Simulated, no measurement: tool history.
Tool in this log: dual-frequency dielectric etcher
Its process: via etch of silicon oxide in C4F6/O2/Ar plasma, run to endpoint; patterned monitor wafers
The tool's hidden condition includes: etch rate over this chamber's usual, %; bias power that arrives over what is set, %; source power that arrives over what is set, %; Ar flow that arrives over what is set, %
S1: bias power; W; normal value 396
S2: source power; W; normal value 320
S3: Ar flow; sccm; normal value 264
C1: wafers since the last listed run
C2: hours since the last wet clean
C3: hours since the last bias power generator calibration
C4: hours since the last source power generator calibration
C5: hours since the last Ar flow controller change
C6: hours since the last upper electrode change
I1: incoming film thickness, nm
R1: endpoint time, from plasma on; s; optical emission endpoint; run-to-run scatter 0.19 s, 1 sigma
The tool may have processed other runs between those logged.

run 1 day=0.000 | S1=372 S2=320 S3=298 | C1=0 C2=147.6 C3=3648.8 C4=1106.6 C5=2690.5 C6=5660.4 | I1=130.6 | R1=37.0
run 2 day=0.912 | S1=396 S2=270 S3=264 | C1=214 C2=169.5 C3=3670.7 C4=1128.5 C5=2712.4 C6=5682.3 | I1=130.6 | R1=37.3
run 3 day=1.546 | S1=396 S2=320 S3=264 | C1=148 C2=184.7 C3=3685.9 C4=1143.7 C5=2727.6 C6=5697.5 | I1=132.2 | R1=36.0
run 4 day=2.558 | S1=396 S2=320 S3=264 | C1=238 C2=209.0 C3=3710.2 C4=1168.0 C5=2751.9 C6=5721.8 | I1=130.5 | R1=35.4
run 5 day=3.812 | S1=396 S2=320 S3=264 | C1=295 C2=239.1 C3=3740.3 C4=1198.1 C5=2782.0 C6=5751.9 | I1=131.0 | R1=35.4
run 6 day=4.488 | S1=396 S2=320 S3=264 | C1=158 C2=255.3 C3=3756.5 C4=1214.3 C5=2798.2 C6=5768.1 | I1=131.7 | R1=35.5
run 7 day=5.017 | S1=396 S2=320 S3=264 | C1=124 C2=268.0 C3=3769.2 C4=1227.0 C5=2810.9 C6=5780.8 | I1=132.3 | R1=35.7
run 8 day=6.496 | S1=396 S2=320 S3=264 | C1=347 C2=303.5 C3=3804.7 C4=1262.5 C5=2846.4 C6=5816.3 | I1=130.1 | R1=35.0
run 9 day=7.767 | S1=396 S2=320 S3=264 | C1=298 C2=334.0 C3=3835.2 C4=1293.0 C5=2876.9 C6=5846.8 | I1=131.1 | R1=35.1
run 10 day=9.025 | S1=396 S2=320 S3=264 | C1=295 C2=364.2 C3=3865.4 C4=1323.2 C5=2907.1 C6=5877.0 | I1=130.9 | R1=35.1
-- day=10.508 upper electrode replaced
run 11 day=10.529 | S1=396 S2=320 S3=264 | C1=118 C2=400.3 C3=3901.5 C4=1359.3 C5=2943.2 C6=0.5 | I1=130.2 | R1=35.0
run 12 day=11.679 | S1=396 S2=320 S3=264 | C1=270 C2=427.9 C3=3929.1 C4=1386.9 C5=2970.8 C6=28.1 | I1=130.9 | R1=34.6
run 13 day=13.075 | S1=396 S2=320 S3=264 | C1=328 C2=461.4 C3=3962.6 C4=1420.4 C5=3004.3 C6=61.6 | I1=130.8 | R1=34.6
-- day=13.688 Ar flow controller replaced
run 14 day=13.908 | S1=396 S2=320 S3=264 | C1=137 C2=481.4 C3=3982.6 C4=1440.4 C5=5.3 C6=81.6 | I1=131.0 | R1=34.7
run 15 day=15.275 | S1=396 S2=320 S3=264 | C1=321 C2=514.2 C3=4015.4 C4=1473.2 C5=38.1 C6=114.4 | I1=131.1 | R1=35.0

For run 16, what comes out?
run 16 day=15.900 | S1=325 S2=320 S3=320 | C1=147 C2=529.2 C3=4030.4 C4=1488.2 C5=53.1 C6=129.4 | I1=130.8 | R1=?

{"run 16": {"R1": 38.9}}
On a tool with no hidden condition, and with the same random variation, this run would have come out at R1 40.7 s.
